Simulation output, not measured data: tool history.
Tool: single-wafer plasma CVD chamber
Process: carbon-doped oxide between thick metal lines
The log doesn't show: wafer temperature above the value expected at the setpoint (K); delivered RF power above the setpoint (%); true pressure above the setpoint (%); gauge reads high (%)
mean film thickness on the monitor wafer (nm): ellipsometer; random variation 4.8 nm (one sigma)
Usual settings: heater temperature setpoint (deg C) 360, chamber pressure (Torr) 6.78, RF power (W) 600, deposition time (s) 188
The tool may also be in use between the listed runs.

run	day	heater temperature setpoint (deg C)	chamber pressure (Torr)	RF power (W)	deposition time (s)	wafers since the last listed run	hours since the last thermocouple change	hours since the last RF generator calibration	hours since the last manometer calibration	hours since the showerhead was replaced	hours since the gauge calibration	read-back reference wafer on the same gauge, thickness_nm	mean film thickness on the monitor wafer (nm)
1	0.000	360	8.07	600	188	0	87.3	1987.8	1840.7	7830.5	907.9	894.013	1101.124
2	2.112	360	8.07	600	188	587	138.0	2038.5	1891.4	7881.2	958.6	894.333	1094.825
3	5.017	360	8.07	600	188	808	207.7	2108.2	1961.1	7950.9	1028.3	894.296	1097.615
# day 6.721: showerhead replaced
4	6.742	360	6.78	600	201	387	249.1	2149.6	2002.5	0.5	1069.7	895.762	1160.907
5	7.867	360	6.78	600	201	313	276.1	2176.6	2029.5	27.5	1096.7	895.172	1153.089
6	9.371	360	6.78	600	201	418	312.2	2212.7	2065.6	63.6	1132.8	895.663	1163.970
# day 10.671: gauge calibrated
7	12.117	360	7.38	650	188	764	378.1	2278.6	2131.5	129.5	34.7	856.912	1109.726
8	13.554	360	6.78	545	167	400	412.6	2313.1	2166.0	164.0	69.2	860.085	862.412
9	15.700	360	8.37	560	188	597	464.1	2364.6	2217.5	215.5	120.7	864.538	1005.403
10	17.392	373	5.10	670	188	470	504.7	2405.2	2258.1	256.1	161.3	866.882	1057.555
11	18.758	354	6.78	600	188	380	537.5	2438.0	2290.9	288.9	194.1	869.575	1069.876
12	19.854	360	8.24	520	188	304	563.8	2464.3	2317.2	315.2	220.4	870.809	950.179
13	21.904	360	7.82	600	169	570	613.0	2513.5	2366.4	364.4	269.6	872.950	956.198
14	24.438	360	6.78	600	188	705	673.8	2574.3	2427.2	425.2	330.4	876.725	1067.627
15	25.996	360	6.78	600	218	433	711.2	2611.7	2464.6	462.6	367.8	877.590	1225.299
16	27.412	360	6.78	600	188	394	745.2	2645.7	2498.6	496.6	401.8	878.448	1058.799
17	28.933	360	8.32	685	188	423	781.7	2682.2	2535.1	533.1	438.3	879.728	1203.273
# day 30.117: capacitance manometer re-zeroed and calibrated
18	30.879	375	5.37	600	188	448	828.4	2728.9	18.3	579.8	485.0	879.839	995.363
# day 33.712: RF generator calibrated
19	33.733	360	6.78	600	188	701	896.9	0.5	86.8	648.3	553.5	881.231	1074.193
20	36.029	360	6.78	600	188	638	952.0	55.6	141.9	703.4	608.6	883.798	1064.924
21	37.392	360	6.78	600	201	379	984.7	88.3	174.6	736.1	641.3	883.667	1153.067
22	38.542	360	6.78	715	213	320	1012.3	115.9	202.2	763.7	668.9	884.965	1383.960
23	40.812	360	6.26	600	188	632	1066.8	170.4	256.7	818.2	723.4	886.644	1053.690
24	42.804	350	6.78	600	188	554	1114.6	218.2	304.5	866.0	771.2	886.094	1102.428
25	44.317	360	6.78	555	178	420	1150.9	254.5	340.8	902.3	807.5	885.938	951.648
26	47.312	360	6.78	700	200	833	1222.8	326.4	412.7	974.2	879.4	887.581	1281.964
27	49.558	360	6.78	600	188	625	1276.7	380.3	466.6	1028.1	933.3	887.080	1067.660
28	50.762	360	6.78	600	188	335	1305.6	409.2	495.5	1057.0	962.2	887.886	1068.150

4 ways to go on from here, each from the tool as it stands after run 28. What would each give?
A	50.783	360	6.78	600	188	5	1306.1	409.7	496.0	1057.5	962.7	?	?
B	50.783	364	8.04	675	188	5	1306.1	409.7	496.0	1057.5	962.7	?	?
C	50.783	375	6.78	545	220	5	1306.1	409.7	496.0	1057.5	962.7	?	?
D	50.783	360	8.37	600	202	5	1306.1	409.7	496.0	1057.5	962.7	?	?

run	read-back reference wafer on the same gauge, thickness_nm	mean film thickness on the monitor wafer (nm)
A	888.055	1076.121
B	888.055	1191.313
C	888.055	1128.300
D	888.055	1179.225
Without the tool's hidden state the same runs would have given:
run	mean film thickness on the monitor wafer (nm)
A	1042.480
B	1154.071
C	1093.027
D	1142.361
